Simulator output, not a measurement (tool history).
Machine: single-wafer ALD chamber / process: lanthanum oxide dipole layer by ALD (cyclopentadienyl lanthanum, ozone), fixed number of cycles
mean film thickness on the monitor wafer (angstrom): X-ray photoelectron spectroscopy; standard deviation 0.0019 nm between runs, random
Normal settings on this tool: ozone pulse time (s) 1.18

| run | day | ozone pulse time (s) | wafers since the last listed run | hours since the last thermocouple change | hours since the last ozone generator service | hours since the showerhead was replaced | hours since the gauge calibration | read-back reference wafer on the same gauge, thickness_nm | mean film thickness on the monitor wafer (angstrom) |
|---|---|---|---|---|---|---|---|---|---|
| 1 | 0.000 | 0.81 | 0 | 1118.0 | 335.4 | 5066.0 | 2283.9 | 0.610 | 5.24 |
|  | 3.092 | thermocouple changed; heater temperature recalibrated |
| 2 | 3.112 | 1.18 | 846 | 0.5 | 410.1 | 5140.7 | 2358.6 | 0.610 | 5.68 |
| 3 | 5.825 | 0.98 | 826 | 65.6 | 475.2 | 5205.8 | 2423.7 | 0.610 | 5.48 |
| 4 | 8.821 | 1.18 | 913 | 137.5 | 547.1 | 5277.7 | 2495.6 | 0.609 | 5.64 |
| 5 | 11.450 | 1.18 | 801 | 200.6 | 610.2 | 5340.8 | 2558.7 | 0.610 | 5.63 |
| 6 | 13.175 | 1.18 | 525 | 242.0 | 651.6 | 5382.2 | 2600.1 | 0.609 | 5.67 |
| 7 | 18.021 | 1.41 | 1476 | 358.3 | 767.9 | 5498.5 | 2716.4 | 0.610 | 5.84 |
| 8 | 19.433 | 1.41 | 430 | 392.2 | 801.8 | 5532.4 | 2750.3 | 0.610 | 5.86 |
|  | 24.304 | gauge calibrated |
| 9 | 25.588 | 0.97 | 1875 | 539.9 | 949.5 | 5680.1 | 30.8 | 0.610 | 5.49 |
|  | 26.096 | ozone generator serviced |
| 10 | 27.633 | 0.82 | 521 | 589.0 | 36.9 | 5729.2 | 79.9 | 0.610 | 5.24 |
| 11 | 30.612 | 0.82 | 907 | 660.5 | 108.4 | 5800.7 | 151.4 | 0.610 | 5.25 |
| 12 | 31.962 | 0.82 | 411 | 692.9 | 140.8 | 5833.1 | 183.8 | 0.610 | 5.22 |
| 13 | 34.746 | 1.18 | 848 | 759.7 | 207.6 | 5899.9 | 250.6 | 0.610 | 5.68 |
| 14 | 43.729 | 1.18 | 2737 | 975.3 | 423.2 | 6115.5 | 466.2 | 0.609 | 5.64 |
| 15 | 46.688 | 1.18 | 901 | 1046.3 | 494.2 | 6186.5 | 537.2 | 0.611 | 5.66 |
| 16 | 48.162 | 1.18 | 449 | 1081.7 | 529.6 | 6221.9 | 572.6 | 0.610 | 5.71 |
| 17 | 50.296 | 0.80 | 650 | 1132.9 | 580.8 | 6273.1 | 623.8 | 0.610 | 5.22 |
| 18 | 53.075 | 1.41 | 846 | 1199.6 | 647.5 | 6339.8 | 690.5 | 0.610 | 5.84 |
| 19 | 54.933 | 0.88 | 566 | 1244.2 | 692.1 | 6384.4 | 735.1 | 0.610 | 5.30 |
| 20 | 56.888 | 1.18 | 595 | 1291.1 | 739.0 | 6431.3 | 782.0 | 0.609 | 5.68 |
|  | 57.988 | thermocouple changed; heater temperature recalibrated |
| 21 | 58.650 | 1.18 | 435 | 15.9 | 781.3 | 6473.6 | 824.3 | 0.609 | 5.66 |
|  | 59.725 | showerhead replaced |
| 22 | 60.729 | 0.75 | 532 | 65.8 | 831.2 | 24.1 | 874.2 | 0.611 | 5.12 |
|  | 62.604 | ozone generator serviced |
| 23 | 63.150 | 1.18 | 636 | 123.9 | 13.1 | 82.2 | 932.3 | 0.610 | 5.70 |
| 24 | 64.738 | 1.42 | 483 | 162.0 | 51.2 | 120.3 | 970.4 | 0.611 | 5.83 |
| 25 | 67.533 | 1.44 | 852 | 229.1 | 118.3 | 187.4 | 1037.5 | 0.610 | 5.88 |
| 26 | 69.229 | 0.76 | 516 | 269.8 | 159.0 | 228.1 | 1078.2 | 0.610 | 5.16 |
| 27 | 70.467 | 1.18 | 377 | 299.5 | 188.7 | 257.8 | 1107.9 | 0.610 | 5.65 |
| 28 | 72.442 | 1.56 | 601 | 346.9 | 236.1 | 305.2 | 1155.3 | 0.610 | 5.94 |
| 29 | 73.583 | 1.40 | 347 | 374.3 | 263.5 | 332.6 | 1182.7 | 0.609 | 5.83 |
| 30 | 78.400 | 0.85 | 1467 | 489.9 | 379.1 | 448.2 | 1298.3 | 0.610 | 5.29 |
| 31 | 81.021 | 1.18 | 798 | 552.8 | 442.0 | 511.1 | 1361.2 | 0.610 | 5.65 |
| 32 | 83.308 | 1.18 | 697 | 607.7 | 496.9 | 566.0 | 1416.1 | 0.610 | 5.68 |
| 33 | 86.071 | 1.18 | 841 | 674.0 | 563.2 | 632.3 | 1482.4 | 0.610 | 5.67 |
| 34 | 88.704 | 0.89 | 802 | 737.2 | 626.4 | 695.5 | 1545.6 | 0.610 | 5.35 |
| 35 | 90.692 | 1.62 | 605 | 784.9 | 674.1 | 743.2 | 1593.3 | 0.610 | 5.95 |

3 ways to go on from here, each from the tool as it stands after run 35. What would each give?
| A | 90.708 | 1.18 | 5 | 785.3 | 674.5 | 743.6 | 1593.7 | ? | ? |
| B | 90.708 | 0.77 | 5 | 785.3 | 674.5 | 743.6 | 1593.7 | ? | ? |
| C | 90.708 | 1.53 | 5 | 785.3 | 674.5 | 743.6 | 1593.7 | ? | ? |

| run | read-back reference wafer on the same gauge, thickness_nm | mean film thickness on the monitor wafer (angstrom) |
|---|---|---|
| A | 0.611 | 5.69 |
| B | 0.611 | 5.17 |
| C | 0.611 | 5.93 |
The same runs, with their run-to-run variation unchanged, on a tool lacking any hidden condition would have given:
| run | mean film thickness on the monitor wafer (angstrom) |
|---|---|
| A | 5.69 |
| B | 5.17 |
| C | 5.93 |

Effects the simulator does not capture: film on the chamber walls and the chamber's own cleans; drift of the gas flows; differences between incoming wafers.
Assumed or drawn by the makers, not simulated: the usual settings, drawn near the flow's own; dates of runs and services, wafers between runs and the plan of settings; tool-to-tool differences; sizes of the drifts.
